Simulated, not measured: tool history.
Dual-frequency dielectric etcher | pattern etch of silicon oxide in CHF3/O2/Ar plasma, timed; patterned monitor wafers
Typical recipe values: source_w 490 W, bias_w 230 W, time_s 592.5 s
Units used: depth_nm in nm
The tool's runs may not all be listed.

| run | hour | source_w | bias_w | time_s | read-back reference wafer on the same gauge, depth_nm | depth_nm |
|---|---|---|---|---|---|---|
| 1 | 0.0 | 490 | 230 | 592.5 | 1268.3 | 1199.4 |
| 2 | 57.6 | 460 | 230 | 592.5 | 1270.1 | 1183.7 |
| 3 | 96.5 | 460 | 230 | 592.5 | 1266.7 | 1158.1 |
| 4 | 165.1 | 460 | 230 | 592.5 | 1270.8 | 1176.3 |
| 5 | 200.5 | 490 | 246 | 592.5 | 1269.8 | 1212.8 |
|  | 251.5 | gauge calibrated |
| 6 | 255.7 | 490 | 230 | 592.5 | 1268.8 | 1190.8 |
| 7 | 292.3 | 490 | 230 | 592.5 | 1270.2 | 1190.3 |
| 8 | 326.2 | 490 | 230 | 592.5 | 1267.9 | 1188.9 |
| 9 | 350.4 | 490 | 230 | 592.5 | 1269.2 | 1181.7 |
|  | 406.5 | wet clean of the chamber |
| 10 | 407.0 | 490 | 230 | 537.5 | 1269.8 | 1069.4 |
| 11 | 440.9 | 490 | 191 | 592.5 | 1269.7 | 1111.5 |
| 12 | 469.8 | 490 | 230 | 592.5 | 1270.9 | 1186.3 |
| 13 | 498.0 | 490 | 230 | 592.5 | 1267.5 | 1183.7 |
| 14 | 538.5 | 490 | 205 | 592.5 | 1268.3 | 1138.4 |
|  | 581.1 | source power generator calibrated |
| 15 | 587.3 | 600 | 173 | 510.5 | 1268.0 | 982.0 |
| 16 | 635.0 | 490 | 276 | 484.0 | 1271.9 | 1029.2 |
|  | 640.4 | bias power generator calibrated |
| 17 | 682.4 | 490 | 230 | 592.5 | 1269.7 | 1206.1 |
| 18 | 714.5 | 390 | 209 | 592.5 | 1269.0 | 1102.8 |
| 19 | 748.6 | 570 | 262 | 592.5 | 1268.3 | 1326.3 |
| 20 | 805.1 | 490 | 255 | 592.5 | 1271.1 | 1253.0 |
|  | 859.7 | wet clean of the chamber |
| 21 | 860.2 | 490 | 230 | 592.5 | 1268.1 | 1215.1 |
| 22 | 908.3 | 490 | 230 | 678.5 | 1269.7 | 1397.1 |
|  | 947.6 | upper electrode replaced |
| 23 | 963.9 | 490 | 205 | 592.5 | 1269.4 | 1159.2 |
| 24 | 1030.7 | 580 | 205 | 443.0 | 1269.2 | 906.4 |
| 25 | 1231.5 | 440 | 230 | 727.5 | 1272.3 | 1447.5 |
| 26 | 1260.5 | 420 | 283 | 592.5 | 1273.5 | 1249.0 |
| 27 | 1296.3 | 490 | 230 | 592.5 | 1270.8 | 1203.9 |
|  | 1333.2 | wet clean of the chamber |
| 28 | 1497.8 | 400 | 262 | 457.5 | 1269.3 | 924.8 |
| 29 | 1541.7 | 400 | 204 | 490.0 | 1269.9 | 896.0 |

Branching from run 29: 4 alternative next runs. What would each branch give?
| A | 1542.3 | 490 | 203 | 592.5 | ? | ? |
| B | 1542.3 | 490 | 212 | 592.5 | ? | ? |
| C | 1542.3 | 390 | 285 | 742.5 | ? | ? |
| D | 1542.3 | 380 | 252 | 754.5 | ? | ? |

| run | read-back reference wafer on the same gauge, depth_nm | depth_nm |
|---|---|---|
| A | 1269.7 | 1147.2 |
| B | 1269.7 | 1164.9 |
| C | 1269.7 | 1520.5 |
| D | 1269.7 | 1465.1 |
With no hidden state in the tool, these same runs would have given:
| run | depth_nm |
|---|---|
| A | 1147.5 |
| B | 1165.3 |
| C | 1521.0 |
| D | 1465.5 |
